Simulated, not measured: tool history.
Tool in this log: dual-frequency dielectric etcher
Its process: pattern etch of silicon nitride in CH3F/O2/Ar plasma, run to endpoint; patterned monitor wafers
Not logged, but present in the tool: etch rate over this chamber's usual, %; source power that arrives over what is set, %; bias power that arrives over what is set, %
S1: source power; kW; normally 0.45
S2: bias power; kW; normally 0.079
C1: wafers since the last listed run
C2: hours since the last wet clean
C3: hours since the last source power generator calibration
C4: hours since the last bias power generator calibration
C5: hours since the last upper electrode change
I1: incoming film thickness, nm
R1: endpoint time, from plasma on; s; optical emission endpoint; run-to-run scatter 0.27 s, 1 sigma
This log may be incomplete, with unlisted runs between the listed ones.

run     day    S1     S2    C1     C2      C3      C4      C5     I1    R1
  1       0  0.45  0.079     0  139.1  3512.7  2777.6  2090.8  26.16  32.6
  2   2.638  0.45  0.079   989  202.4    3576  2840.9  2154.1   26.7  33.6
  3   3.833  0.45  0.079   448  231.1  3604.7  2869.6  2182.8  26.39  33.1
  4   6.479  0.45  0.079   992  294.6  3668.2  2933.1  2246.3  26.35  33.2
  5   9.125  0.45  0.079   992  358.1  3731.7  2996.6  2309.8   26.3  32.7
  6  11.812  0.45  0.079  1008  422.6  3796.2  3061.1  2374.3  26.38  33.3
     12.167  -- source power generator calibrated
     12.979  -- bias power generator calibrated
  7  14.421  0.45  0.064   853  485.2    54.1    34.6  2436.9  26.26  35.6
  8  15.875  0.35  0.091   545  520.1      89    69.5  2471.8  26.62  34.6
     18.088  -- upper electrode replaced
  9  18.108  0.56  0.066   462  573.7   142.6   123.1     0.5  26.56  32.9
 10  20.008  0.45  0.079   712  619.3   188.2   168.7    46.1  26.49    33
     22.183  -- wet clean of the chamber
 11  22.729   0.5  0.067   645   13.1   253.5     234   111.4  26.33  33.9
 12  25.529  0.45  0.079  1050   80.3   320.7   301.2   178.6  26.61  33.3
 13  26.729  0.49  0.068   450  109.1   349.5     330   207.4  26.49  33.6
 14  29.704  0.49  0.098  1116  180.5   420.9   401.4   278.8  26.72  29.8

Consider 5 possible next runs. They are alternatives, not a sequence: every one starts from the tool as it was left by run 14. What does each give?
  A  29.721  0.42  0.079   6  180.9  421.3  401.8  279.2  26.27   ?
  B  29.721  0.53  0.064   6  180.9  421.3  401.8  279.2  26.27   ?
  C  29.721  0.56  0.094   6  180.9  421.3  401.8  279.2  26.27   ?
  D  29.721  0.37  0.096   6  180.9  421.3  401.8  279.2  26.27   ?
  E  29.721  0.45  0.092   6  180.9  421.3  401.8  279.2  26.27   ?

run    R1
  A  33.7
  B  33.3
  C  28.5
  D  32.8
  E  31.1
Take away the tool's hidden state, keep each run's random variation, and the runs would have read:
run    R1
  A  33.7
  B  33.3
  C  28.5
  D  32.8
  E  31.1
